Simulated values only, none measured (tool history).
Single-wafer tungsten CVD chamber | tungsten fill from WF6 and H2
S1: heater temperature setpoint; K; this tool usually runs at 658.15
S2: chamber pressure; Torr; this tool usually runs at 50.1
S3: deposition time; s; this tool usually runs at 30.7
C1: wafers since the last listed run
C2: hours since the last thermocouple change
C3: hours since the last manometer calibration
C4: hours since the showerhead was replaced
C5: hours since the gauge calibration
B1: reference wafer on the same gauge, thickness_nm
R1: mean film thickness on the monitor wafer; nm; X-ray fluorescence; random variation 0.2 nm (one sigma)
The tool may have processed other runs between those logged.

run   hour      S1    S2    S3    C1      C2      C3      C4     C5      B1       R1
  1    0.0  658.15  50.1  30.7     0   802.1  2197.1  7701.6  217.2  77.213   90.310
  2   29.1  658.15  50.1  30.7   427   831.2  2226.2  7730.7  246.3  77.173   90.791
  3   59.2  658.15  50.1  28.7   442   861.3  2256.3  7760.8  276.4  77.192   84.434
  4   95.2  658.15  50.1  30.7   529   897.3  2292.3  7796.8  312.4  77.198   90.971
  5  116.4  658.15  50.1  30.7   311   918.5  2313.5  7818.0  333.6  77.201   90.750
  6  132.7  658.15  50.1  30.7   239   934.8  2329.8  7834.3  349.9  77.196   90.901
  7  159.6  658.15  50.1  30.7   395   961.7  2356.7  7861.2  376.8  77.228   91.066
  8  260.4  658.15  50.1  30.7  1481  1062.5  2457.5  7962.0  477.6  77.152   91.145
  9  273.8  658.15  41.7  30.7   196  1075.9  2470.9  7975.4  491.0  77.173   82.444
 10  306.1  658.15  41.7  30.7   474  1108.2  2503.2  8007.7  523.3  77.201   82.530
 11  339.5  664.15  50.1  30.7   490  1141.6  2536.6  8041.1  556.7  77.182  102.163
 12  359.6  658.15  50.1  30.7   295  1161.7  2556.7  8061.2  576.8  77.201   91.698
     370.6  -- gauge calibrated
 13  389.5  658.15  50.1  30.7   439  1191.6  2586.6  8091.1   18.9  77.213   92.064
 14  406.6  658.15  50.1  30.7   251  1208.7  2603.7  8108.2   36.0  77.186   91.540
 15  438.2  658.15  42.0  26.7   464  1240.3  2635.3  8139.8   67.6  77.109   72.448
     448.8  -- capacitance manometer re-zeroed and calibrated
     449.9  -- showerhead replaced
 16  450.4  658.15  50.1  30.7    45  1252.5     1.6     0.5   79.8  77.209   88.301
 17  483.7  658.15  50.1  30.7   489  1285.8    34.9    33.8  113.1  77.181   88.042
 18  497.3  673.15  43.7  27.3   199  1299.4    48.5    47.4  126.7  77.166   94.869
 19  511.7  658.15  40.9  28.7   211  1313.8    62.9    61.8  141.1  77.186   73.558
 20  528.8  658.15  57.8  35.7   251  1330.9    80.0    78.9  158.2  77.211  110.791
 21  554.1  658.15  50.1  30.7   371  1356.2   105.3   104.2  183.5  77.203   88.266
     574.8  -- thermocouple changed; heater temperature recalibrated
 22  575.3  658.15  50.1  33.9   193     0.5   126.5   125.4  204.7  77.129   95.146
 23  603.2  669.15  50.1  27.3   410    28.4   154.4   153.3  232.6  77.214   93.772
 24  637.0  649.15  41.3  26.9   496    62.2   188.2   187.1  266.4  77.245   57.390
 25  652.1  672.15  57.1  26.4   221    77.3   203.3   202.2  281.5  77.285  103.218
 26  722.4  670.15  50.1  30.7  1033   147.6   273.6   272.5  351.8  77.221  108.054

What the log doesn't show, run by run:
gauge reads high (%): 0 on each run
H1: wafer temperature above the value expected at the setpoint (K)
H2: true pressure above the setpoint (%)
run       H1     H2
  1    0.896   5.53
  2     0.91   5.68
  3    0.924   5.84
  4     0.94   6.03
  5    0.949   6.15
  6    0.955   6.24
  7    0.966   6.38
  8        1   6.95
  9        1   7.03
 10     1.01   7.22
 11     1.02   7.42
 12     1.03   7.54
 13     1.04   7.72
 14     1.04   7.82
 15     1.05   8.01
 16     1.05  0.354
 17     1.06  0.356
 18     1.06  0.357
 19     1.06  0.359
 20     1.07  0.362
 21     1.07  0.367
 22   -0.081  0.373
 23  -0.0172  0.382
 24   0.0557  0.396
 25   0.0868  0.403
 26     0.22  0.442

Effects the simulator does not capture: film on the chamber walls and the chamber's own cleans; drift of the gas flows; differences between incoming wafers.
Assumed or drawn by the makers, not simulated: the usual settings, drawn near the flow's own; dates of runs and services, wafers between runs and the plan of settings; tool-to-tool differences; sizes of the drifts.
